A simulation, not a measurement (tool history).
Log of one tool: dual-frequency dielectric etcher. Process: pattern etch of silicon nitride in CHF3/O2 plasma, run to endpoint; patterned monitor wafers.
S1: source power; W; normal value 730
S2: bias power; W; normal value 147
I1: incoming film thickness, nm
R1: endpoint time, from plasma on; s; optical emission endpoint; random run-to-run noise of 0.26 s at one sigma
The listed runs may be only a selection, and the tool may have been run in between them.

run	hour	S1	S2	I1	R1
1	0.0	800	147	110.0	66.0
2	7.0	730	147	112.5	69.6
# hour 37.4: source power generator calibrated
# hour 43.7: upper electrode replaced
3	44.2	730	147	110.9	68.1
4	44.5	730	147	112.2	68.4
5	46.2	730	133	110.6	70.1
6	58.3	730	133	110.9	69.8
7	68.5	730	147	111.6	67.9
# hour 85.9: bias power generator calibrated
8	86.4	730	147	111.2	68.1
9	95.9	730	147	112.2	68.8
10	144.0	730	147	111.0	67.4
11	159.5	730	147	112.2	67.5
12	174.0	730	147	111.0	66.8
13	186.5	730	147	112.3	67.6
14	195.4	910	169	111.8	60.5
# hour 228.5: wet clean of the chamber
15	229.0	590	169	112.7	73.4
16	229.3	730	147	110.8	70.5
17	238.0	730	147	112.4	71.4
18	253.0	650	173	111.7	70.4
19	261.9	730	147	111.9	70.5
20	279.1	910	169	111.3	63.0
21	288.9	880	125	111.8	69.1
22	295.4	730	147	112.1	70.4
23	302.2	730	169	112.1	68.2
24	314.5	870	177	112.0	63.5
25	326.1	560	175	111.7	72.3
26	337.9	730	147	110.9	69.4
27	353.3	730	118	112.9	74.7
28	360.4	620	177	112.2	69.5
29	376.9	800	147	111.2	67.6
30	384.2	560	118	110.8	79.3
31	395.4	600	135	112.1	75.4
32	410.0	730	181	112.2	66.4
33	418.6	870	136	111.8	67.1
34	436.5	730	169	111.0	66.4

Had the tool no unlogged condition, and each run kept its random variation, what would the results have been?
What the log doesn't record here: etch rate over this chamber's usual, %; source power that arrives over what is set, %; bias power that arrives over what is set, %.
run	R1
1	67.4
2	71.2
3	70.0
4	70.3
5	72.1
6	71.9
7	70.1
8	70.4
9	71.2
10	70.2
11	70.5
12	69.9
13	70.8
14	63.5
15	73.1
16	70.2
17	71.1
18	70.3
19	70.4
20	63.1
21	69.3
22	70.7
23	68.5
24	64.0
25	72.9
26	70.1
27	75.5
28	70.4
29	68.7
30	80.5
31	76.8
32	67.7
33	68.5
34	67.9

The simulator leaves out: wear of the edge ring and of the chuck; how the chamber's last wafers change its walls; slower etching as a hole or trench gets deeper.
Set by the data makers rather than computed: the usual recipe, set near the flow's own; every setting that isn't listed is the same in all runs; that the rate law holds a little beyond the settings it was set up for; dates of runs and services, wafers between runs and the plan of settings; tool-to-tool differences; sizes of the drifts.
